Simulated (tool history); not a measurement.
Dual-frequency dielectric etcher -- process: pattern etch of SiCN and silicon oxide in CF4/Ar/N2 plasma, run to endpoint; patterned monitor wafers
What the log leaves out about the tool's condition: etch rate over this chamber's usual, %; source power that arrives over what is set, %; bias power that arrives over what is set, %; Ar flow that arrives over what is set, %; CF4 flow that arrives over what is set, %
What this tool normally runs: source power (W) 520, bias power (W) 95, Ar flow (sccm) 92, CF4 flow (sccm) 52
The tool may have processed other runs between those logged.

run,hour,source power (W),bias power (W),Ar flow (sccm),CF4 flow (sccm),wafers since the last listed run,hours since the last wet clean,hours since the last source power generator calibration,hours since the last bias power generator calibration,hours since the last Ar flow controller change,hours since the last CF4 flow controller change,hours since the last upper electrode change,"incoming incoming film thickness, nm",endpoint time (s)
1,0.0,520,95,92,52,0,61.1,2819.7,3347.6,2263.7,3833.1,81.5,10.50,9.2
2,19.8,520,95,92,52,193,80.9,2839.5,3367.4,2283.5,3852.9,101.3,10.59,9.4
3,40.2,520,95,111,52,199,101.3,2859.9,3387.8,2303.9,3873.3,121.7,10.51,9.4
4,59.4,520,87,110,52,187,120.5,2879.1,3407.0,2323.1,3892.5,140.9,10.47,9.7
5,89.1,620,102,73,40,290,150.2,2908.8,3436.7,2352.8,3922.2,170.6,10.43,7.4
# hour 132.9: source power generator calibrated
6,138.0,520,95,92,52,438,199.1,5.1,3485.6,2401.7,3971.1,219.5,10.51,9.2
7,169.0,520,95,92,39,302,230.1,36.1,3516.6,2432.7,4002.1,250.5,10.54,9.7
8,204.5,520,95,92,52,346,265.6,71.6,3552.1,2468.2,4037.6,286.0,10.53,9.3
9,238.6,520,95,77,52,333,299.7,105.7,3586.2,2502.3,4071.7,320.1,10.45,9.0
10,267.2,390,113,92,52,279,328.3,134.3,3614.8,2530.9,4100.3,348.7,10.50,12.0
# hour 287.2: bias power generator calibrated
11,290.1,520,95,85,58,184,351.2,157.2,2.9,2553.8,4123.2,371.6,10.52,9.0
# hour 313.1: CF4 flow controller replaced
12,313.6,520,95,74,52,170,374.7,180.7,26.4,2577.3,0.5,395.1,10.63,9.1
# hour 351.9: wet clean of the chamber
13,352.4,520,95,92,52,144,0.5,219.5,65.2,2616.1,39.3,433.9,10.49,9.2
# hour 366.0: Ar flow controller replaced
14,366.5,450,75,81,52,79,14.6,233.6,79.3,0.5,53.4,448.0,10.47,11.7
15,378.2,450,71,92,63,114,26.3,245.3,91.0,12.2,65.1,459.7,10.53,11.9
16,410.9,410,95,92,52,319,59.0,278.0,123.7,44.9,97.8,492.4,10.54,12.2
17,436.4,520,95,92,52,249,84.5,303.5,149.2,70.4,123.3,517.9,10.49,9.2
18,464.0,520,71,92,45,269,112.1,331.1,176.8,98.0,150.9,545.5,10.51,10.6
19,497.4,610,104,92,40,326,145.5,364.5,210.2,131.4,184.3,578.9,10.53,7.8
20,522.4,590,95,72,57,244,170.5,389.5,235.2,156.4,209.3,603.9,10.39,7.7
21,557.1,520,95,92,61,338,205.2,424.2,269.9,191.1,244.0,638.6,10.52,9.0
22,584.4,520,95,92,52,266,232.5,451.5,297.2,218.4,271.3,665.9,10.50,9.3
23,667.5,640,95,73,52,811,315.6,534.6,380.3,301.5,354.4,749.0,10.49,7.2

Forecast each of these 5 alternatives for the next run:
A,667.9,520,95,92,52,3,316.0,535.0,380.7,301.9,354.8,749.4,10.63,?
B,667.9,520,95,98,52,3,316.0,535.0,380.7,301.9,354.8,749.4,10.63,?
C,667.9,480,86,92,52,3,316.0,535.0,380.7,301.9,354.8,749.4,10.63,?
D,667.9,480,95,92,62,3,316.0,535.0,380.7,301.9,354.8,749.4,10.63,?
E,667.9,520,106,110,64,3,316.0,535.0,380.7,301.9,354.8,749.4,10.63,?

run,endpoint time (s)
A,9.4
B,9.5
C,10.7
D,10.1
E,8.9
Had the tool no hidden state, the same runs would have come out as:
run,endpoint time (s)
A,9.4
B,9.5
C,10.7
D,10.1
E,8.9
